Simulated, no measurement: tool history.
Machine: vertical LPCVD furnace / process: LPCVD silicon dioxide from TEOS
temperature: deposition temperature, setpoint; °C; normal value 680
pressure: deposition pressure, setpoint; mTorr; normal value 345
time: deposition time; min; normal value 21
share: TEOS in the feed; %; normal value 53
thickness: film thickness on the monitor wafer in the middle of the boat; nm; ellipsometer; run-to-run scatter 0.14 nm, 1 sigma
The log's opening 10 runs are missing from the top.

| run | day | temperature | pressure | time | share | wafers since the last listed run | hours since the last temperature calibration | hours since the pressure gauge was zeroed | hours since the TEOS flow controller was replaced | hours since the gauge calibration | read-back reference wafer on the same gauge, thickness | thickness |
|---|---|---|---|---|---|---|---|---|---|---|---|---|
|  | 8.717 | thermocouples replaced and temperature profile calibrated |
| 11 | 8.738 | 680 | 345 | 21 | 53 | 838 | 0.5 | 3336.5 | 115.7 | 183.7 | 78.62 | 94.62 |
| 12 | 8.921 | 680 | 345 | 21 | 53 | 85 | 4.9 | 3340.9 | 120.1 | 188.1 | 78.6 | 94.6 |
| 13 | 9.1 | 683 | 345 | 27 | 45 | 83 | 9.2 | 3345.2 | 124.4 | 192.4 | 78.57 | 120.33 |
| 14 | 9.279 | 680 | 345 | 21 | 53 | 83 | 13.5 | 3349.5 | 128.7 | 196.7 | 78.63 | 94.7 |
| 15 | 9.475 | 680 | 345 | 21 | 46 | 91 | 18.2 | 3354.2 | 133.4 | 201.4 | 78.58 | 87.94 |
| 16 | 9.921 | 671 | 345 | 15 | 45 | 208 | 28.9 | 3364.9 | 144.1 | 212.1 | 78.57 | 50.07 |
| 17 | 10.388 | 688 | 345 | 21 | 59 | 218 | 40.1 | 3376.1 | 155.3 | 223.3 | 78.55 | 121.45 |
| 18 | 10.817 | 685 | 345 | 21 | 53 | 200 | 50.4 | 3386.4 | 165.6 | 233.6 | 78.59 | 106.73 |
| 19 | 11.288 | 680 | 345 | 21 | 53 | 220 | 61.7 | 3397.7 | 176.9 | 244.9 | 78.58 | 94.86 |
|  | 12.388 | pressure gauge zeroed |
| 20 | 12.408 | 680 | 420 | 21 | 49 | 56 | 88.6 | 0.5 | 203.8 | 271.8 | 78.64 | 100.85 |
| 21 | 12.846 | 680 | 385 | 21 | 53 | 204 | 99.1 | 11 | 214.3 | 282.3 | 78.63 | 100.52 |
| 22 | 13.483 | 675 | 285 | 21 | 56 | 298 | 114.4 | 26.3 | 229.6 | 297.6 | 78.61 | 78.75 |
|  | 13.612 | gauge calibrated |
| 23 | 13.892 | 680 | 345 | 25.5 | 53 | 191 | 124.2 | 36.1 | 239.4 | 6.7 | 78.59 | 115.55 |
| 24 | 14.462 | 680 | 345 | 21 | 53 | 267 | 137.9 | 49.8 | 253.1 | 20.4 | 78.58 | 95.16 |
| 25 | 15.196 | 670 | 345 | 17.5 | 53 | 343 | 155.5 | 67.4 | 270.7 | 38 | 78.6 | 62.33 |
| 26 | 16.008 | 680 | 270 | 21 | 53 | 380 | 175 | 86.9 | 290.2 | 57.5 | 78.61 | 84.69 |
| 27 | 16.354 | 672 | 380 | 21 | 48 | 161 | 183.3 | 95.2 | 298.5 | 65.8 | 78.64 | 78.42 |
| 28 | 17.1 | 680 | 345 | 21 | 53 | 348 | 201.2 | 113.1 | 316.4 | 83.7 | 78.62 | 95.7 |
| 29 | 18.271 | 680 | 345 | 21 | 53 | 547 | 229.3 | 141.2 | 344.5 | 111.8 | 78.56 | 95.94 |
| 30 | 18.858 | 691 | 345 | 21 | 53 | 274 | 243.4 | 155.3 | 358.6 | 125.9 | 78.66 | 124.5 |

Below are 5 alternative next runs, each starting from the tool's condition after run 30. Predict each:
| A | 19.042 | 680 | 345 | 14.5 | 53 | 85 | 247.8 | 159.7 | 363 | 130.3 | ? | ? |
| B | 19.042 | 680 | 370 | 21 | 49 | 85 | 247.8 | 159.7 | 363 | 130.3 | ? | ? |
| C | 19.042 | 674 | 280 | 18 | 56 | 85 | 247.8 | 159.7 | 363 | 130.3 | ? | ? |
| D | 19.042 | 686 | 415 | 21 | 53 | 85 | 247.8 | 159.7 | 363 | 130.3 | ? | ? |
| E | 19.042 | 680 | 345 | 17.5 | 58 | 85 | 247.8 | 159.7 | 363 | 130.3 | ? | ? |

| run | read-back reference wafer on the same gauge, thickness | thickness |
|---|---|---|
| A | 78.58 | 66.2 |
| B | 78.58 | 95.47 |
| C | 78.58 | 65.74 |
| D | 78.58 | 121.49 |
| E | 78.58 | 83.58 |
The same runs, with their run-to-run variation unchanged, on a tool lacking any hidden condition would have given:
| run | thickness |
|---|---|
| A | 65.23 |
| B | 94.07 |
| C | 64.77 |
| D | 119.74 |
| E | 82.36 |
